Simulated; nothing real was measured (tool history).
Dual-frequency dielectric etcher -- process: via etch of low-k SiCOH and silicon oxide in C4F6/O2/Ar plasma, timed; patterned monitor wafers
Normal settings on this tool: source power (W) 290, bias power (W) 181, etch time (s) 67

run    hour  source power (W)  bias power (W)  etch time (s)  wafers since the last listed run  hours since the last wet clean  hours since the last source power generator calibration  hours since the last bias power generator calibration  hours since the last upper electrode change  hours since the gauge calibration  read-back reference wafer on the same gauge, depth_nm  mean etch depth across the wafer (angstrom)
  1       0               290             181             67                                 0                           302.9                                                   1318.4                                                 3211.4                                       1064.8                             1328.8                                                  156.2                                         1555
  2    42.8               290             181             67                               346                           345.7                                                   1361.2                                                 3254.2                                       1107.6                             1371.6                                                    156                                         1563
  3    80.7               290             181             67                               306                           383.6                                                   1399.1                                                 3292.1                                       1145.5                             1409.5                                                  155.9                                         1552
  4   381.8               330             181             67                              2438                           684.7                                                   1700.2                                                 3593.2                                       1446.6                             1710.6                                                  155.9                                         1650
  5   432.7               260             206             59                               412                           735.6                                                   1751.1                                                 3644.1                                       1497.5                             1761.5                                                    156                                         1360
      512.6  -- wet clean of the chamber
  6   535.5               290             181             67                               638                            22.9                                                   1853.9                                                 3746.9                                       1600.3                             1864.3                                                  155.9                                         1559
  7   640.9               290             181             67                               853                           128.3                                                   1959.3                                                 3852.3                                       1705.7                             1969.7                                                    156                                         1552
      734.7  -- bias power generator calibrated
  8   740.9               290             204             83                               777                           228.3                                                   2059.3                                                    6.2                                       1805.7                             2069.7                                                    156                                         2022
  9   793.3               270             181             67                               424                           280.7                                                   2111.7                                                   58.6                                       1858.1                             2122.1                                                  155.9                                         1528
 10   898.9               240             203             50                               855                           386.3                                                   2217.3                                                  164.2                                       1963.7                             2227.7                                                  156.2                                         1125
 11  1194.2               270             181           80.5                              2391                           681.6                                                   2512.6                                                  459.5                                         2259                               2523                                                  156.1                                         1848
     1210.6  -- gauge calibrated
 12  1269.1               290             157             67                               606                           756.5                                                   2587.5                                                  534.4                                       2333.9                               58.5                                                    156                                         1510
     1314.1  -- wet clean of the chamber
 13  1369.7               290             159             76                               620                            55.6                                                   2688.1                                                    635                                       2434.5                              159.1                                                    156                                         1717
 14  1473.8               290             181             67                               843                           159.7                                                   2792.2                                                  739.1                                       2538.6                              263.2                                                    156                                         1574
 15    1526               250             181             67                               422                           211.9                                                   2844.4                                                  791.3                                       2590.8                              315.4                                                    156                                         1491
 16  1596.5               290             210             67                               570                           282.4                                                   2914.9                                                  861.8                                       2661.3                              385.9                                                    156                                         1657
     1631.8  -- source power generator calibrated
     1684.2  -- upper electrode replaced
 17  1684.7               250             164           81.5                               487                           370.6                                                     52.9                                                    950                                          0.5                              474.1                                                  156.1                                         1705
 18  1702.6               240             181           53.5                               144                           388.5                                                     70.8                                                  967.9                                         18.4                                492                                                  156.1                                         1141
 19  1786.6               230             142           77.5                               680                           472.5                                                    154.8                                                 1051.9                                        102.4                                576                                                  156.1                                         1502
 20  1873.6               290             181             67                               704                           559.5                                                    241.8                                                 1138.9                                        189.4                                663                                                    156                                         1552
 21  1924.5               230             148             60                               412                           610.4                                                    292.7                                                 1189.8                                        240.3                              713.9                                                  156.1                                         1179
 22  1986.3               290             148             67                               500                           672.2                                                    354.5                                                 1251.6                                        302.1                              775.7                                                  156.2                                         1465
 23  2053.4               290             181             67                               543                           739.3                                                    421.6                                                 1318.7                                        369.2                              842.8                                                    156                                         1548
 24  2148.5               290             146             67                               770                           834.4                                                    516.7                                                 1413.8                                        464.3                              937.9                                                  156.1                                         1450
     2248.5  -- wet clean of the chamber
 25  2255.8               310             202           85.5                               674                             7.3                                                      624                                                 1521.1                                        571.6                             1045.2                                                  155.9                                         2126
 26  2349.4               240             203           72.5                               758                           100.9                                                    717.6                                                 1614.7                                        665.2                             1138.8                                                  155.9                                         1600
 27  2449.8               250             160             55                               813                           201.3                                                      818                                                 1715.1                                        765.6                             1239.2                                                    156                                         1145
 28  2532.6               290             200             76                               670                           284.1                                                    900.8                                                 1797.9                                        848.4                               1322                                                  155.9                                         1822

Here are 5 independent what-if runs from the current tool condition. What would each one return?
  A  2533               290             161             67                                 3                           284.5                                                    901.2                                                 1798.3                                        848.8                             1322.4                                                      ?                                            ?
  B  2533               230             136             67                                 3                           284.5                                                    901.2                                                 1798.3                                        848.8                             1322.4                                                      ?                                            ?
  C  2533               270             161             80                                 3                           284.5                                                    901.2                                                 1798.3                                        848.8                             1322.4                                                      ?                                            ?
  D  2533               290             137             67                                 3                           284.5                                                    901.2                                                 1798.3                                        848.8                             1322.4                                                      ?                                            ?
  E  2533               220             181             67                                 3                           284.5                                                    901.2                                                 1798.3                                        848.8                             1322.4                                                      ?                                            ?

run  read-back reference wafer on the same gauge, depth_nm  mean etch depth across the wafer (angstrom)
  A                                                  156.1                                         1493
  B                                                  156.1                                         1280
  C                                                  156.1                                         1728
  D                                                  156.1                                         1421
  E                                                  156.1                                         1373
What these runs would have given with no unlogged condition in the tool:
run  mean etch depth across the wafer (angstrom)
  A                                         1483
  B                                         1270
  C                                         1717
  D                                         1411
  E                                         1365
